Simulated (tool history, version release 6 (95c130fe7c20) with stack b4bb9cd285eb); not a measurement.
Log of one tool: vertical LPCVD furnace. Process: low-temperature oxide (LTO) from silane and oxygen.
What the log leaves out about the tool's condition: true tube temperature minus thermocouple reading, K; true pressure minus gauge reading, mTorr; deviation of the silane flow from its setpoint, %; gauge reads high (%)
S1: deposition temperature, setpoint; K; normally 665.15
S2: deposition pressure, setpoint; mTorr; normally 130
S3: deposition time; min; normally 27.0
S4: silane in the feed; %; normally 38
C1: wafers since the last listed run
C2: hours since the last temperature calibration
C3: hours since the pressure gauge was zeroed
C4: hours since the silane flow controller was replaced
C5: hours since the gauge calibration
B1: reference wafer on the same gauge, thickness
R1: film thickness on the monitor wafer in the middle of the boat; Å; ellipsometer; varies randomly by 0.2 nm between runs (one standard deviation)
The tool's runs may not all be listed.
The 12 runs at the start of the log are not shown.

run	hour	S1	S2	S3	S4	C1	C2	C3	C4	C5	B1	R1
13	160.7	665.15	130	27.0	38	221	5540.7	3115.0	14.4	224.9	126.04	1375.0
14	172.2	665.15	130	30.5	34	240	5552.2	3126.5	25.9	236.4	125.98	1336.8
# hour 203.7: pressure gauge zeroed
# hour 211.7: thermocouples replaced and temperature profile calibrated
15	212.2	665.15	160	18.0	34	168	0.5	8.5	65.9	276.4	125.98	913.8
16	215.4	665.15	130	20.0	38	66	3.7	11.7	69.1	279.6	125.98	954.2
17	218.7	665.15	130	27.0	38	69	7.0	15.0	72.4	282.9	126.00	1290.0
18	224.1	656.15	100	24.0	32	112	12.4	20.4	77.8	288.3	126.01	623.2
19	241.0	675.15	110	18.0	45	353	29.3	37.3	94.7	305.2	125.98	988.9
# hour 247.3: gauge calibrated
20	248.1	656.15	130	27.0	38	148	36.4	44.4	101.8	0.8	126.02	1162.2
21	265.1	665.15	150	21.0	38	355	53.4	61.4	118.8	17.8	126.00	1157.5
22	275.0	671.15	130	27.0	38	207	63.3	71.3	128.7	27.7	125.99	1382.7
23	289.0	665.15	130	27.0	45	292	77.3	85.3	142.7	41.7	126.02	1574.9
24	300.3	671.15	130	27.0	38	236	88.6	96.6	154.0	53.0	126.01	1383.1
25	316.3	665.15	130	27.0	41	334	104.6	112.6	170.0	69.0	126.02	1421.4
26	330.9	670.15	145	27.0	43	305	119.2	127.2	184.6	83.6	126.02	1771.4
27	344.1	665.15	130	34.5	38	276	132.4	140.4	197.8	96.8	126.01	1654.9
28	357.4	665.15	130	27.0	38	278	145.7	153.7	211.1	110.1	125.99	1297.2
29	367.0	665.15	130	27.0	38	200	155.3	163.3	220.7	119.7	126.04	1294.7
30	374.0	669.15	130	27.0	38	146	162.3	170.3	227.7	126.7	125.99	1356.1
31	388.8	665.15	160	27.0	38	309	177.1	185.1	242.5	141.5	126.00	1594.9

Forecast each of these 4 alternatives for the next run:
A	392.1	665.15	130	27.0	38	69	180.4	188.4	245.8	144.8	?	?
B	392.1	673.15	140	19.0	44	69	180.4	188.4	245.8	144.8	?	?
C	392.1	665.15	145	27.0	38	69	180.4	188.4	245.8	144.8	?	?
D	392.1	665.15	130	22.0	38	69	180.4	188.4	245.8	144.8	?	?

run	B1	R1
A	125.98	1295.8
B	125.98	1275.5
C	125.98	1446.2
D	125.98	1055.8
With the hidden condition removed and each run's random variation left untouched, the same runs would have given:
run	R1
A	1303.6
B	1282.7
C	1454.0
D	1062.2
